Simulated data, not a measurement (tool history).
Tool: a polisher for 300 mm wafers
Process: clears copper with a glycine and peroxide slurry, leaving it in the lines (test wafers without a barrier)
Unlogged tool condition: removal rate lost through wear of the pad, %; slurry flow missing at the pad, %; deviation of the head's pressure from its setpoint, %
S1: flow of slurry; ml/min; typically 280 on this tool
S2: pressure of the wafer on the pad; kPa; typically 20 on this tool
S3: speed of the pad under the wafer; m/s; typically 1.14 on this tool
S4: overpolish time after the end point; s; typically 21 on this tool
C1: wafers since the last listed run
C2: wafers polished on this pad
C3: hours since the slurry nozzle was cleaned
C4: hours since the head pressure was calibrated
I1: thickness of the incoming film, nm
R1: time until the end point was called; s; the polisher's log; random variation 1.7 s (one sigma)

run,day,S1,S2,S3,S4,C1,C2,C3,C4,I1,R1
1,0,280,20,1.04,21,0,296,582.7,1314.1,561.3,112.1
2,0.558,280,20,1.04,21,71,368,596.1,1327.5,556.4,114.8
3,0.975,280,20,1.04,21,53,422,606.1,1337.5,559.5,111.9
4,1.367,280,20,1.14,21,50,472,615.5,1346.9,567,108.4
5,1.85,280,20,1.14,21,62,534,627.1,1358.5,554.4,104.7
6,2.258,250,20,1.14,15,52,587,636.9,1368.3,548.6,107.5
7,2.533,250,20,1.14,15,35,622,643.5,1374.9,549.5,105.5
8,3.05,280,20,1.14,16,66,688,655.9,1387.3,554.2,109.1
# day 3.662: worn pad replaced by a new one
9,3.792,280,20,1.14,16,73,16,673.7,1405.1,561.8,99
10,4.121,280,20,1.14,16,42,58,681.6,1413,563,101.3
11,4.633,280,24.1,1.14,14,65,124,693.9,1425.3,555.1,88
12,5.146,280,24.1,1.14,14,65,190,706.2,1437.6,557.7,87
13,5.788,280,24.1,1.14,14,82,273,721.6,1453,566.4,89.6
14,6.242,280,23.4,1.14,21,58,331,732.5,1463.9,562.7,91.1
15,6.962,280,15.2,1.14,21,92,424,749.8,1481.2,560.4,133.6
16,7.308,320,22.1,1.36,32,44,468,758.1,1489.5,553,80.9
# day 7.529: head pressure recalibrated
17,7.6,255,20,1.14,21,26,495,765.1,1.7,565,105.7
# day 8.267: slurry nozzle cleaned
18,8.308,280,22.8,0.84,21,85,581,1,18.7,555.7,121.7
19,8.762,280,20,0.96,21,58,639,11.9,29.6,553.1,121.2
# day 9.179: worn pad replaced by a new one
20,9.2,360,20,1.14,21,34,2,22.4,40.1,565,98.2
21,9.729,210,14.5,1.14,21,68,70,35.1,52.8,561.4,135.1
22,10.104,280,20,1.14,17,48,118,44.1,61.8,560,101.8
23,10.754,280,20,1.14,21,83,202,59.7,77.4,557.9,103.1
24,11.096,280,20,1.14,21,43,246,67.9,85.6,561.6,105.8
25,11.396,215,24.8,1.14,21,38,284,75.1,92.8,558,90.4
26,11.975,280,20,1.48,21,74,359,89,106.7,559.7,84.2

Below are 4 alternative next runs, each starting from the tool's condition after run 26. Predict each:
A,11.996,280,20,1,21,2,362,89.5,107.2,560.3,?
B,11.996,225,17.2,0.76,33,2,362,89.5,107.2,560.3,?
C,11.996,280,20,1.14,14,2,362,89.5,107.2,560.3,?
D,11.996,350,20,1.14,21,2,362,89.5,107.2,560.3,?

run,R1
A,114.9
B,164.8
C,102.9
D,100.8
Take away the tool's hidden state, keep each run's random variation, and the runs would have read:
run,R1
A,107.8
B,154.7
C,96.6
D,94.6

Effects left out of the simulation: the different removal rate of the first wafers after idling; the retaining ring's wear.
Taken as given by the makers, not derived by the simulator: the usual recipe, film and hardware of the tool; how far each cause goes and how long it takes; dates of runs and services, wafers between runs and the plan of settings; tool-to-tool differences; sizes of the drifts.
